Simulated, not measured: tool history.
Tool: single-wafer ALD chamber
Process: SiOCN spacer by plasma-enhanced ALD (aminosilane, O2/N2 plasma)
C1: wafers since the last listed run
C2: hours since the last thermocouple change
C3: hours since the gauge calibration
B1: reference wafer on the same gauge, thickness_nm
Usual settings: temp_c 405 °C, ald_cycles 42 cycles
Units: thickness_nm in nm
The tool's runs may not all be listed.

Run 1, hour 0: usual settings; C1 0; C2 957.6; C3 2331.2; B1 2.501. Result: thickness_nm 2.392 nm.
Run 2, hour 76.4: usual settings; C1 286; C2 1034; C3 2407.6; B1 2.504. Result: thickness_nm 2.424 nm.
Run 3, hour 146.5: usual settings; C1 263; C2 1104.1; C3 2477.7; B1 2.507. Result: thickness_nm 2.417 nm.
Run 4, hour 237.8: usual settings but temp_c 402 °C, ald_cycles 37 cycles; C1 342; C2 1195.4; C3 2569; B1 2.517. Result: thickness_nm 2.152 nm.
At hour 265.2: thermocouple changed; heater temperature recalibrated.
Run 5, hour 311.1: usual settings but temp_c 402 °C, ald_cycles 37 cycles; C1 245; C2 45.9; C3 2642.3; B1 2.518. Result: thickness_nm 2.14 nm.
Run 6, hour 388.3: usual settings but temp_c 400 °C; C1 289; C2 123.1; C3 2719.5; B1 2.513. Result: thickness_nm 2.46 nm.
Run 7, hour 433: usual settings but temp_c 400 °C; C1 167; C2 167.8; C3 2764.2; B1 2.519. Result: thickness_nm 2.463 nm.
Run 8, hour 476.5: usual settings but ald_cycles 44 cycles; C1 163; C2 211.3; C3 2807.7; B1 2.524. Result: thickness_nm 2.532 nm.
Run 9, hour 565.6: usual settings but ald_cycles 44 cycles; C1 334; C2 300.4; C3 2896.8; B1 2.531. Result: thickness_nm 2.541 nm.
Run 10, hour 632.1: usual settings but ald_cycles 44 cycles; C1 249; C2 366.9; C3 2963.3; B1 2.534. Result: thickness_nm 2.562 nm.
Run 11, hour 930.6: usual settings; C1 1120; C2 665.4; C3 3261.8; B1 2.549. Result: thickness_nm 2.461 nm.
Run 12, hour 984.2: usual settings but ald_cycles 35 cycles; C1 201; C2 719; C3 3315.4; B1 2.556. Result: thickness_nm 2.039 nm.
Run 13, hour 1075.6: usual settings but ald_cycles 35 cycles; C1 343; C2 810.4; C3 3406.8; B1 2.561. Result: thickness_nm 2.047 nm.
Run 14, hour 1174.6: usual settings but temp_c 415 °C, ald_cycles 37 cycles; C1 371; C2 909.4; C3 3505.8; B1 2.562. Result: thickness_nm 2.136 nm.
Run 15, hour 1273.1: usual settings but temp_c 415 °C, ald_cycles 37 cycles; C1 369; C2 1007.9; C3 3604.3; B1 2.576. Result: thickness_nm 2.143 nm.
Run 16, hour 1333.3: usual settings but temp_c 397 °C; C1 225; C2 1068.1; C3 3664.5; B1 2.58. Result: thickness_nm 2.506 nm.
Run 17, hour 1426: usual settings but temp_c 394 °C, ald_cycles 40 cycles; C1 347; C2 1160.8; C3 3757.2; B1 2.589. Result: thickness_nm 2.411 nm.
Run 18, hour 1473.7: usual settings but temp_c 394 °C, ald_cycles 40 cycles; C1 179; C2 1208.5; C3 3804.9; B1 2.592. Result: thickness_nm 2.378 nm.
At hour 1480.1: gauge calibrated.
At hour 1543.3: thermocouple changed; heater temperature recalibrated.
Run 19, hour 1628.8: usual settings; C1 552; C2 85.5; C3 148.7; B1 2.455. Result: thickness_nm 2.355 nm.
Run 20, hour 1687.4: usual settings; C1 219; C2 144.1; C3 207.3; B1 2.452. Result: thickness_nm 2.346 nm.
Run 21, hour 1792.3: usual settings; C1 393; C2 249; C3 312.2; B1 2.453. Result: thickness_nm 2.376 nm.
Run 22, hour 1880.6: usual settings; C1 331; C2 337.3; C3 400.5; B1 2.456. Result: thickness_nm 2.357 nm.
Run 23, hour 1931.1: usual settings but temp_c 416 °C, ald_cycles 47 cycles; C1 189; C2 387.8; C3 451; B1 2.457. Result: thickness_nm 2.597 nm.
Run 24, hour 2000.8: usual settings but temp_c 402 °C, ald_cycles 37 cycles; C1 261; C2 457.5; C3 520.7; B1 2.455. Result: thickness_nm 2.109 nm.
Run 25, hour 2068.2: usual settings but temp_c 420 °C, ald_cycles 36 cycles; C1 252; C2 524.9; C3 588.1; B1 2.456. Result: thickness_nm 1.938 nm.
Run 26, hour 2147.7: usual settings but temp_c 416 °C, ald_cycles 35 cycles; C1 298; C2 604.4; C3 667.6; B1 2.458. Result: thickness_nm 1.907 nm.
Run 27, hour 2233.4: usual settings but temp_c 415 °C, ald_cycles 37 cycles; C1 321; C2 690.1; C3 753.3; B1 2.458. Result: thickness_nm 2.009 nm.
Run 28, hour 2323.2: usual settings but temp_c 401 °C, ald_cycles 49 cycles; C1 337; C2 779.9; C3 843.1; B1 2.462. Result: thickness_nm 2.806 nm.
Run 29, hour 2387: usual settings but ald_cycles 50 cycles; C1 239; C2 843.7; C3 906.9; B1 2.463. Result: thickness_nm 2.818 nm.
Run 30, hour 2469.7: usual settings; C1 310; C2 926.4; C3 989.6; B1 2.46. Result: thickness_nm 2.366 nm.
Run 31, hour 2520.6: usual settings but temp_c 409 °C, ald_cycles 34 cycles; C1 191; C2 977.3; C3 1040.5; B1 2.462. Result: thickness_nm 1.902 nm.
Run 32, hour 2564.8: usual settings but ald_cycles 45 cycles; C1 165; C2 1021.5; C3 1084.7; B1 2.466. Result: thickness_nm 2.539 nm.
Run 33, hour 2666.9: usual settings but temp_c 411 °C, ald_cycles 34 cycles; C1 383; C2 1123.6; C3 1186.8; B1 2.465. Result: thickness_nm 1.873 nm.
At hour 2677.6: thermocouple changed; heater temperature recalibrated.
Run 34, hour 2763.7: usual settings but temp_c 398 °C, ald_cycles 36 cycles; C1 333; C2 86.1; C3 1283.6; B1 2.47. Result: thickness_nm 2.074 nm.
Run 35, hour 2814.4: usual settings but temp_c 409 °C; C1 190; C2 136.8; C3 1334.3; B1 2.474. Result: thickness_nm 2.321 nm.
Run 36, hour 2906.1: usual settings but temp_c 418 °C; C1 344; C2 228.5; C3 1426; B1 2.473. Result: thickness_nm 2.275 nm.
Run 37, hour 2957.7: usual settings but temp_c 416 °C, ald_cycles 47 cycles; C1 193; C2 280.1; C3 1477.6; B1 2.475. Result: thickness_nm 2.554 nm.
Run 38, hour 3068.8: usual settings but temp_c 391 °C, ald_cycles 38 cycles; C1 417; C2 391.2; C3 1588.7; B1 2.48. Result: thickness_nm 2.196 nm.
Run 39, hour 3163.9: usual settings but temp_c 392 °C, ald_cycles 39 cycles; C1 356; C2 486.3; C3 1683.8; B1 2.485. Result: thickness_nm 2.237 nm.
Run 40, hour 3237: usual settings but ald_cycles 48 cycles; C1 274; C2 559.4; C3 1756.9; B1 2.479. Result: thickness_nm 2.714 nm.
Run 41, hour 3314.3: usual settings but temp_c 399 °C; C1 290; C2 636.7; C3 1834.2; B1 2.486. Result: thickness_nm 2.432 nm.
Run 42, hour 3367.9: usual settings but temp_c 417 °C, ald_cycles 36 cycles; C1 201; C2 690.3; C3 1887.8; B1 2.486. Result: thickness_nm 1.99 nm.
Run 43, hour 3449.2: usual settings but temp_c 398 °C, ald_cycles 45 cycles; C1 305; C2 771.6; C3 1969.1; B1 2.493. Result: thickness_nm 2.593 nm.

Forecast each of these 4 alternatives for the next run:
Run A, hour 3449.7: usual settings but ald_cycles 46 cycles; C1 1; C2 772.1; C3 1969.6; B1 ?. Result: thickness_nm ?.
Run B, hour 3449.7: usual settings but temp_c 410 °C, ald_cycles 35 cycles; C1 1; C2 772.1; C3 1969.6; B1 ?. Result: thickness_nm ?.
Run C, hour 3449.7: usual settings but temp_c 415 °C; C1 1; C2 772.1; C3 1969.6; B1 ?. Result: thickness_nm ?.
Run D, hour 3449.7: usual settings but temp_c 393 °C; C1 1; C2 772.1; C3 1969.6; B1 ?. Result: thickness_nm ?.

run     B1  thickness_nm
  A  2.488         2.608
  B  2.488         1.957
  C  2.488         2.314
  D  2.488         2.418
Without the tool's hidden state the same runs would have given:
run  thickness_nm
  A         2.554
  B         1.916
  C         2.266
  D         2.368
